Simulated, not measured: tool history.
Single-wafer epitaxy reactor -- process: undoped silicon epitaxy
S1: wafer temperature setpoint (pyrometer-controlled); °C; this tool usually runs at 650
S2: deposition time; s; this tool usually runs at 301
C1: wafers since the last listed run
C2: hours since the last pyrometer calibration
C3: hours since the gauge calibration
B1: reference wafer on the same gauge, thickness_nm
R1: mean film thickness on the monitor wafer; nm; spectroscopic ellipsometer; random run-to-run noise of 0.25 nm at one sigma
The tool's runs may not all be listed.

Run 1, day 0: usual settings but S2 323 s; C1 0; C2 1540.2; C3 66; B1 49.951. Result: R1 58.665 nm.
Run 2, day 1.238: usual settings but S2 323 s; C1 195; C2 1569.9; C3 95.7; B1 49.983. Result: R1 58.556 nm.
Run 3, day 1.75: usual settings; C1 80; C2 1582.2; C3 108; B1 49.92. Result: R1 54.639 nm.
Run 4, day 2.892: usual settings; C1 180; C2 1609.6; C3 135.4; B1 49.849. Result: R1 54.186 nm.
Run 5, day 4.058: usual settings; C1 184; C2 1637.6; C3 163.4; B1 49.879. Result: R1 54.715 nm.
Run 6, day 5.504: usual settings; C1 228; C2 1672.3; C3 198.1; B1 49.873. Result: R1 54.498 nm.
Run 7, day 6.138: usual settings; C1 100; C2 1687.5; C3 213.3; B1 49.914. Result: R1 54.891 nm.
Run 8, day 7.125: usual settings; C1 156; C2 1711.2; C3 237; B1 49.881. Result: R1 54.522 nm.
Run 9, day 8.621: usual settings; C1 236; C2 1747.1; C3 272.9; B1 49.925. Result: R1 54.877 nm.
At day 9.396: pyrometer calibrated.
Run 10, day 9.546: usual settings but S1 661 °C, S2 352 s; C1 93; C2 3.6; C3 295.1; B1 49.968. Result: R1 62.023 nm.
Run 11, day 10.879: usual settings; C1 210; C2 35.6; C3 327.1; B1 49.891. Result: R1 43.277 nm.
Run 12, day 11.742: usual settings but S1 658 °C, S2 318 s; C1 136; C2 56.3; C3 347.8; B1 49.919. Result: R1 53.431 nm.
Run 13, day 12.562: usual settings but S1 640 °C, S2 282 s; C1 129; C2 76; C3 367.5; B1 49.945. Result: R1 33.562 nm.
At day 13.217: pyrometer calibrated, repeated, since the last time left the tool worse.
Run 14, day 13.483: usual settings but S1 636 °C; C1 92; C2 6.4; C3 389.6; B1 49.923. Result: R1 37.616 nm.
Run 15, day 14.125: usual settings but S1 656 °C, S2 266 s; C1 101; C2 21.8; C3 405; B1 49.968. Result: R1 49.01 nm.
At day 14.238: gauge calibrated.
Run 16, day 15.571: usual settings but S1 637 °C, S2 356 s; C1 228; C2 56.5; C3 32; B1 49.903. Result: R1 45.55 nm.
Run 17, day 17.625: usual settings; C1 324; C2 105.8; C3 81.3; B1 49.967. Result: R1 50.129 nm.
Run 18, day 18.383: usual settings; C1 119; C2 124; C3 99.5; B1 49.981. Result: R1 50.082 nm.

Exercise: give the hidden state of the tool at every run:
gauge reads high (%): 0 on each run
H1: wafer temperature above the value expected at the setpoint (K)
run       H1
  1     4.77
  2     4.79
  3      4.8
  4     4.82
  5     4.84
  6     4.86
  7     4.87
  8     4.88
  9      4.9
 10    -7.78
 11    -7.52
 12    -7.37
 13    -7.22
 14   -0.477
 15   -0.352
 16  -0.0822
 17    0.277
 18    0.403

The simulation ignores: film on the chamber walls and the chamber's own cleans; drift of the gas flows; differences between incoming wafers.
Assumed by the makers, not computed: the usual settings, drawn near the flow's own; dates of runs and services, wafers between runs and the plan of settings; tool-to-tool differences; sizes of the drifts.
